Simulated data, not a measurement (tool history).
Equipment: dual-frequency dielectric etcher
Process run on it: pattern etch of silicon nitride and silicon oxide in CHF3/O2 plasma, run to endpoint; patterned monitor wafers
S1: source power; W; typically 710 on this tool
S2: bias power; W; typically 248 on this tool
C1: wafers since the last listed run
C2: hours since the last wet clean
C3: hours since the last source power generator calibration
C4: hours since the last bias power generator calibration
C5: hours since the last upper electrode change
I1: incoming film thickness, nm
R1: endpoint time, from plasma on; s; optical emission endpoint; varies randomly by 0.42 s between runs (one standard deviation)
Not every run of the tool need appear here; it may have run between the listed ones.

Run 1, hour 0.0: usual settings but S2 230 W; C1 0; C2 298.9; C3 2812.1; C4 1959.6; C5 3072.5; I1 173.4. Result: R1 101.3 s.
At hour 62.5: wet clean of the chamber.
Run 2, hour 65.4: usual settings; C1 317; C2 2.9; C3 2877.5; C4 2025.0; C5 3137.9; I1 176.6. Result: R1 97.1 s.
Run 3, hour 158.3: usual settings but S2 200 W; C1 711; C2 95.8; C3 2970.4; C4 2117.9; C5 3230.8; I1 176.3. Result: R1 107.4 s.
Run 4, hour 247.3: usual settings but S2 200 W; C1 681; C2 184.8; C3 3059.4; C4 2206.9; C5 3319.8; I1 174.9. Result: R1 106.5 s.
Run 5, hour 326.6: usual settings but S2 296 W; C1 607; C2 264.1; C3 3138.7; C4 2286.2; C5 3399.1; I1 178.4. Result: R1 92.8 s.
At hour 487.3: wet clean of the chamber.
Run 6, hour 624.4: usual settings but S2 296 W; C1 2098; C2 137.1; C3 3436.5; C4 2584.0; C5 3696.9; I1 176.8. Result: R1 91.1 s.
Run 7, hour 689.6: usual settings but S2 296 W; C1 499; C2 202.3; C3 3501.7; C4 2649.2; C5 3762.1; I1 174.2. Result: R1 90.6 s.
Run 8, hour 778.6: usual settings; C1 681; C2 291.3; C3 3590.7; C4 2738.2; C5 3851.1; I1 174.7. Result: R1 99.6 s.
At hour 794.6: bias power generator calibrated.
Run 9, hour 856.7: usual settings; C1 567; C2 369.4; C3 3668.8; C4 62.1; C5 3929.2; I1 174.2. Result: R1 99.8 s.
At hour 903.6: wet clean of the chamber.
At hour 950.9: source power generator calibrated.
Run 10, hour 959.7: usual settings; C1 574; C2 56.1; C3 8.8; C4 165.1; C5 4032.2; I1 176.8. Result: R1 97.4 s.
Run 11, hour 1064.6: usual settings; C1 803; C2 161.0; C3 113.7; C4 270.0; C5 4137.1; I1 174.5. Result: R1 97.9 s.
Run 12, hour 1165.3: usual settings but S2 306 W; C1 771; C2 261.7; C3 214.4; C4 370.7; C5 4237.8; I1 175.6. Result: R1 90.8 s.
At hour 1247.0: wet clean of the chamber.
Run 13, hour 1248.3: usual settings but S1 630 W, S2 204 W; C1 452; C2 1.3; C3 297.4; C4 453.7; C5 4320.8; I1 174.9. Result: R1 109.9 s.
Run 14, hour 1288.4: usual settings but S1 830 W, S2 309 W; C1 307; C2 41.4; C3 337.5; C4 493.8; C5 4360.9; I1 176.3. Result: R1 82.8 s.
Run 15, hour 1329.1: usual settings but S1 870 W, S2 309 W; C1 311; C2 82.1; C3 378.2; C4 534.5; C5 4401.6; I1 176.3. Result: R1 81.1 s.
At hour 1389.8: upper electrode replaced.
Run 16, hour 1410.9: usual settings but S1 610 W, S2 197 W; C1 442; C2 163.9; C3 460.0; C4 616.3; C5 21.1; I1 173.9. Result: R1 114.6 s.
Run 17, hour 1448.9: usual settings but S1 830 W; C1 291; C2 201.9; C3 498.0; C4 654.3; C5 59.1; I1 175.9. Result: R1 92.7 s.
Run 18, hour 1570.2: usual settings; C1 929; C2 323.2; C3 619.3; C4 775.6; C5 180.4; I1 174.4. Result: R1 99.5 s.
At hour 1608.3: wet clean of the chamber.
Run 19, hour 1676.2: usual settings; C1 628; C2 67.9; C3 725.3; C4 881.6; C5 286.4; I1 173.4. Result: R1 95.4 s.
Run 20, hour 1737.3: usual settings but S1 870 W, S2 303 W; C1 468; C2 129.0; C3 786.4; C4 942.7; C5 347.5; I1 175.8. Result: R1 82.4 s.
Run 21, hour 1832.9: usual settings but S1 650 W, S2 273 W; C1 732; C2 224.6; C3 882.0; C4 1038.3; C5 443.1; I1 175.2. Result: R1 96.7 s.

Each row is a separate what-if for the run after 21, all from the same tool condition, not one after another. Results?
Run A, hour 1833.4: usual settings; C1 3; C2 225.1; C3 882.5; C4 1038.8; C5 443.6; I1 174.3. Result: R1 ?.
Run B, hour 1833.4: usual settings but S2 216 W; C1 3; C2 225.1; C3 882.5; C4 1038.8; C5 443.6; I1 174.3. Result: R1 ?.
Run C, hour 1833.4: usual settings but S1 810 W, S2 269 W; C1 3; C2 225.1; C3 882.5; C4 1038.8; C5 443.6; I1 174.3. Result: R1 ?.

run     R1
  A   96.9
  B  103.0
  C   88.7
What these runs would have given with no unlogged condition in the tool:
run     R1
  A   95.6
  B  101.6
  C   87.5
